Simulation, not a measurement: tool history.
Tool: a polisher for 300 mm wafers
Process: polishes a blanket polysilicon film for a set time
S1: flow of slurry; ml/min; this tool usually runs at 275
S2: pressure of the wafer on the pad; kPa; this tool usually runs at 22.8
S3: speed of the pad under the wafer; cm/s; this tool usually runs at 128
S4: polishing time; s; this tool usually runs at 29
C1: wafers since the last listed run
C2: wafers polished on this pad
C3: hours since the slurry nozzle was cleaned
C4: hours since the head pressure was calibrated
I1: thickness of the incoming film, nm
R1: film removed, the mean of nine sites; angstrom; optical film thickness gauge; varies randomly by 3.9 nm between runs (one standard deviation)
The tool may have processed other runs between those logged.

run,hour,S1,S2,S3,S4,C1,C2,C3,C4,I1,R1
1,0,305,22.8,128,29,0,1502,323,639.6,1011.2,3173
# hour 28.5: worn pad replaced by a new one
2,59.4,305,22.8,128,29,581,324,382.4,699,1034.9,3088
3,82.4,305,22.8,128,29,241,565,405.4,722,1035.3,3037
4,103.8,275,22.8,128,29,224,790,426.8,743.4,1030.2,2997
5,130.3,275,22.8,128,29,278,1069,453.3,769.9,1045.4,3011
6,148.6,245,22.8,128,29,192,1261,471.6,788.2,1018.1,2883
# hour 172.6: worn pad replaced by a new one
7,237.8,275,20,128,35,895,685,560.8,877.4,1018.2,3181
8,269.6,275,22.8,128,29,334,1019,592.6,909.2,1030.5,2974
9,285,275,22.8,128,29,161,1180,608,924.6,1025.8,2973
10,297.6,275,22.8,128,29,132,1313,620.6,937.2,1017.4,2979
# hour 311.7: worn pad replaced by a new one
11,314.3,275,22.8,102,29,133,27,637.3,953.9,1024.5,2347
12,345.8,275,22.8,102,29,330,358,668.8,985.4,1008.3,2345
13,368.8,275,22.8,128,29,241,600,691.8,1008.4,1027.5,2950
14,394.7,275,22.8,128,29,272,872,717.7,1034.3,1025.6,3003
15,418.2,275,20.7,160,29,246,1119,741.2,1057.8,1047,3262
16,443.9,275,22.8,128,29,269,1389,766.9,1083.5,1036.9,2950
# hour 482.3: worn pad replaced by a new one
17,490.9,275,22.8,128,26,451,90,813.9,1130.5,1024.9,2539
# hour 503: slurry nozzle cleaned
18,515.9,305,22.8,94,29,252,342,12.9,1155.5,1036.8,2374
19,542,275,17.9,128,29,274,616,39,1181.6,1016.5,2527
20,566.3,275,22.8,128,29,255,872,63.3,1205.9,1011.7,3182
21,587.2,275,22.8,92,29,219,1091,84.2,1226.8,1045.6,2254
# hour 611: head pressure recalibrated
# hour 615: worn pad replaced by a new one
22,615.5,275,15.9,150,32,234,5,112.5,4.5,1027.8,2821
23,637.2,275,22.8,148,29,227,233,134.2,26.2,1030.3,3589
24,662.1,245,19.3,112,33,261,495,159.1,51.1,1042.2,2617
25,693.6,345,30.3,98,29,330,826,190.6,82.6,1032.4,3328
26,711.8,305,22.8,128,29,191,1017,208.8,100.8,1024,3109
27,742.5,275,15.9,128,29,322,1339,239.5,131.5,1017.8,2169
# hour 762.4: worn pad replaced by a new one
28,773.4,275,22.8,128,29,282,115,270.4,162.4,1044.8,3119

Below are 3 alternative next runs, each starting from the tool's condition after run 28. Predict each:
A,773.8,275,25.5,128,29,4,120,270.8,162.8,1041.9,?
B,773.8,330,22.8,128,26,4,120,270.8,162.8,1041.9,?
C,773.8,360,29.6,90,23,4,120,270.8,162.8,1041.9,?

run,R1
A,3467
B,2842
C,2327
Stripped of hidden state, with their random variation kept, the same runs would have yielded:
run,R1
A,3622
B,2947
C,2406
